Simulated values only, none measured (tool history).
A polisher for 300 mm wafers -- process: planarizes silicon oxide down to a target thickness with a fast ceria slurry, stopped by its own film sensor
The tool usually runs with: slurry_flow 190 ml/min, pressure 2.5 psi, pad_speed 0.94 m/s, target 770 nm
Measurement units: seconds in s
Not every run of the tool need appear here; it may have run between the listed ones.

run    hour  slurry_flow  pressure  pad_speed  target  incoming thickness of the incoming film, nm  seconds
  1       0          190       2.5       0.94     770                                       1970.8    109.6
       21.2  -- worn pad replaced by a new one
        104  -- slurry nozzle cleaned
  2   195.5          190       2.5       0.94     770                                       1990.8    108.4
  3   249.4          190       2.5       0.94     868                                       1950.3     98.6
      285.3  -- worn pad replaced by a new one
  4   316.2          190       2.5       0.94     868                                       2001.8     98.7
  5   349.6          190       2.5       0.94     868                                       1965.7     95.6
  6   392.8          160       2.5       1.02     770                                       1981.3     98.6
  7   441.6          160       2.5       1.02     770                                       1993.4    101.2
  8   472.8          160       2.5       1.02     770                                       1974.2    100.5
      506.4  -- worn pad replaced by a new one
  9   590.2          190       2.5       0.94     770                                       1968.4    106.9
      598.1  -- head pressure recalibrated
 10   659.1          190       2.5       0.94     770                                       2012.8    112.8
 11   722.6          165       2.5       0.94     421                                       1977.6    143.2
      767.6  -- worn pad replaced by a new one
 12   773.9          190       2.5       0.94     770                                       1998.6    106.1
      804.4  -- slurry nozzle cleaned
 13   842.8          205       2.5       1.06     361                                       1975.5    122.7
 14   904.5          190       3.3       0.94     770                                       1959.9     79.8
 15   969.4          190       2.5       0.94     770                                       1952.4    106.3
     1000.4  -- worn pad replaced by a new one
 16  1040.7          190       2.5       0.94     770                                       1987.6    105.8
 17  1107.3          190       1.7       0.64    1075                                         2001    174.2
 18  1171.2          190       2.5       0.94    1006                                       2008.6     89.3
 19  1216.3          190       1.6       1.26     770                                       1977.9    124.6
     1246.2  -- worn pad replaced by a new one
 20  1259.9          190         3       0.66     770                                       1973.1    123.4

Give the tool's hidden conditions for every run:
slurry flow missing at the pad, %: 0 in every run
deviation of the head's pressure from its setpoint, %: 0 in every run
H1: removal rate lost through wear of the pad, %
run     H1
  1   4.83
  2   4.49
  3   5.59
  4   1.42
  5   2.11
  6   2.99
  7   3.99
  8   4.63
  9   2.65
 10   4.06
 11   5.36
 12   0.13
 13   1.54
 14    2.8
 15   4.13
 16    1.2
 17   2.57
 18   3.87
 19    4.8
 20  0.438
